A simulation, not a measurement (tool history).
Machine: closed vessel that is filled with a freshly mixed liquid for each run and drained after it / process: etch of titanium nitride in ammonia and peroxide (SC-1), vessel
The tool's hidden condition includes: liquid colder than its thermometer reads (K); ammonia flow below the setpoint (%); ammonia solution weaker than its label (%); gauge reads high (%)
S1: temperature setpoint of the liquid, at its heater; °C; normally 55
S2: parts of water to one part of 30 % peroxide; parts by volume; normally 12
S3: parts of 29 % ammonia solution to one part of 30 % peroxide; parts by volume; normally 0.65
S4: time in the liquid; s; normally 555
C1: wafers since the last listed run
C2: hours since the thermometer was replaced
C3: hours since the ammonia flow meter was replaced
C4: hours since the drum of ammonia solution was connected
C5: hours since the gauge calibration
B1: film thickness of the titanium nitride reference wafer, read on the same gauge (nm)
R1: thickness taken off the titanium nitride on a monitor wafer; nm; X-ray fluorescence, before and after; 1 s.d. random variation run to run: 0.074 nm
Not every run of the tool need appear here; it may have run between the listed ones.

{"run": 1, "hour": 0.0, "S1": 61.5, "S2": 9, "S3": 0.65, "S4": 555, "C1": 0, "C2": 2019.5, "C3": 717.4, "C4": 851.5, "C5": 173.6, "B1": 80.01, "R1": 55.56}
{"run": 2, "hour": 17.3, "S1": 61.5, "S2": 9, "S3": 0.65, "S4": 555, "C1": 1382, "C2": 2036.8, "C3": 734.7, "C4": 868.8, "C5": 190.9, "B1": 79.99, "R1": 55.52}
{"run": 3, "hour": 31.7, "S1": 50, "S2": 12, "S3": 0.85, "S4": 555, "C1": 1150, "C2": 2051.2, "C3": 749.1, "C4": 883.2, "C5": 205.3, "B1": 79.98, "R1": 22.93}
{"run": 4, "hour": 37.9, "S1": 50, "S2": 12, "S3": 0.85, "S4": 555, "C1": 495, "C2": 2057.4, "C3": 755.3, "C4": 889.4, "C5": 211.5, "B1": 79.98, "R1": 22.85}
{"run": 5, "hour": 48.6, "S1": 55, "S2": 12, "S3": 0.65, "S4": 555, "C1": 855, "C2": 2068.1, "C3": 766, "C4": 900.1, "C5": 222.2, "B1": 80.04, "R1": 30.92}
{"run": 6, "hour": 64.8, "S1": 55, "S2": 12, "S3": 0.65, "S4": 555, "C1": 1294, "C2": 2084.3, "C3": 782.2, "C4": 916.3, "C5": 238.4, "B1": 80.04, "R1": 30.88}
{"run": 7, "hour": 75.9, "S1": 55, "S2": 12, "S3": 0.65, "S4": 445, "C1": 886, "C2": 2095.4, "C3": 793.3, "C4": 927.4, "C5": 249.5, "B1": 80, "R1": 24.8}
{"run": 8, "hour": 84.3, "S1": 55, "S2": 12, "S3": 0.65, "S4": 445, "C1": 671, "C2": 2103.8, "C3": 801.7, "C4": 935.8, "C5": 257.9, "B1": 80.04, "R1": 24.78}
{"run": 9, "hour": 91.0, "S1": 55, "S2": 12, "S3": 0.65, "S4": 555, "C1": 535, "C2": 2110.5, "C3": 808.4, "C4": 942.5, "C5": 264.6, "B1": 80.01, "R1": 30.76}
{"hour": 102.5, "done": "thermometer replaced"}
{"run": 10, "hour": 104.0, "S1": 55, "S2": 9.5, "S3": 0.65, "S4": 555, "C1": 958, "C2": 1.5, "C3": 821.4, "C4": 955.5, "C5": 277.6, "B1": 80, "R1": 39.75}
{"hour": 111.1, "done": "ammonia flow meter replaced"}
{"run": 11, "hour": 115.2, "S1": 55, "S2": 12, "S3": 0.65, "S4": 555, "C1": 815, "C2": 12.7, "C3": 4.1, "C4": 966.7, "C5": 288.8, "B1": 79.99, "R1": 35.77}
{"run": 12, "hour": 122.1, "S1": 47.5, "S2": 12, "S3": 0.65, "S4": 645, "C1": 551, "C2": 19.6, "C3": 11, "C4": 973.6, "C5": 295.7, "B1": 79.96, "R1": 24.65}
{"run": 13, "hour": 131.2, "S1": 55, "S2": 17, "S3": 0.65, "S4": 770, "C1": 727, "C2": 28.7, "C3": 20.1, "C4": 982.7, "C5": 304.8, "B1": 79.96, "R1": 40.89}
{"run": 14, "hour": 144.5, "S1": 55, "S2": 8.5, "S3": 0.9, "S4": 275, "C1": 1062, "C2": 42, "C3": 33.4, "C4": 996, "C5": 318.1, "B1": 80.01, "R1": 22.14}
{"hour": 148.0, "done": "gauge calibrated"}
{"run": 15, "hour": 151.9, "S1": 55, "S2": 12, "S3": 0.4, "S4": 555, "C1": 591, "C2": 49.4, "C3": 40.8, "C4": 1003.4, "C5": 3.9, "B1": 79.98, "R1": 32.61}
{"run": 16, "hour": 174.4, "S1": 52, "S2": 13.5, "S3": 0.85, "S4": 555, "C1": 1797, "C2": 71.9, "C3": 63.3, "C4": 1025.9, "C5": 26.4, "B1": 79.98, "R1": 28.46}
{"run": 17, "hour": 185.3, "S1": 55, "S2": 12, "S3": 0.65, "S4": 555, "C1": 870, "C2": 82.8, "C3": 74.2, "C4": 1036.8, "C5": 37.3, "B1": 79.99, "R1": 35.33}
{"hour": 196.4, "done": "new drum of ammonia solution connected"}
{"run": 18, "hour": 213.8, "S1": 55, "S2": 8, "S3": 0.8, "S4": 555, "C1": 2197, "C2": 111.3, "C3": 102.7, "C4": 17.4, "C5": 65.8, "B1": 80.04, "R1": 44.86}
{"run": 19, "hour": 225.7, "S1": 55, "S2": 12, "S3": 0.65, "S4": 555, "C1": 950, "C2": 123.2, "C3": 114.6, "C4": 29.3, "C5": 77.7, "B1": 79.97, "R1": 35.35}
{"run": 20, "hour": 237.7, "S1": 55, "S2": 12, "S3": 0.95, "S4": 555, "C1": 958, "C2": 135.2, "C3": 126.6, "C4": 41.3, "C5": 89.7, "B1": 80, "R1": 37.44}
{"run": 21, "hour": 251.8, "S1": 55, "S2": 16.5, "S3": 0.65, "S4": 555, "C1": 1126, "C2": 149.3, "C3": 140.7, "C4": 55.4, "C5": 103.8, "B1": 79.97, "R1": 29.67}
{"run": 22, "hour": 261.8, "S1": 55, "S2": 12, "S3": 0.65, "S4": 555, "C1": 799, "C2": 159.3, "C3": 150.7, "C4": 65.4, "C5": 113.8, "B1": 80.01, "R1": 35.12}
{"run": 23, "hour": 270.0, "S1": 55, "S2": 12, "S3": 0.95, "S4": 555, "C1": 655, "C2": 167.5, "C3": 158.9, "C4": 73.6, "C5": 122, "B1": 80.04, "R1": 37.31}

Branching from run 23: 3 alternative next runs. What would each branch give?
{"run": "A", "hour": 270.8, "S1": 55, "S2": 16, "S3": 0.65, "S4": 555, "C1": 63, "C2": 168.3, "C3": 159.7, "C4": 74.4, "C5": 122.8, "B1": "?", "R1": "?"}
{"run": "B", "hour": 270.8, "S1": 58.5, "S2": 12, "S3": 0.65, "S4": 555, "C1": 63, "C2": 168.3, "C3": 159.7, "C4": 74.4, "C5": 122.8, "B1": "?", "R1": "?"}
{"run": "C", "hour": 270.8, "S1": 61.5, "S2": 16.5, "S3": 0.65, "S4": 385, "C1": 63, "C2": 168.3, "C3": 159.7, "C4": 74.4, "C5": 122.8, "B1": "?", "R1": "?"}

run=A B1=80 R1=30.05
run=B B1=80 R1=44.36
run=C B1=80 R1=31.59
Take away the tool's hidden state, keep each run's random variation, and the runs would have read:
run=A R1=31.76
run=B R1=46.83
run=C R1=33.33
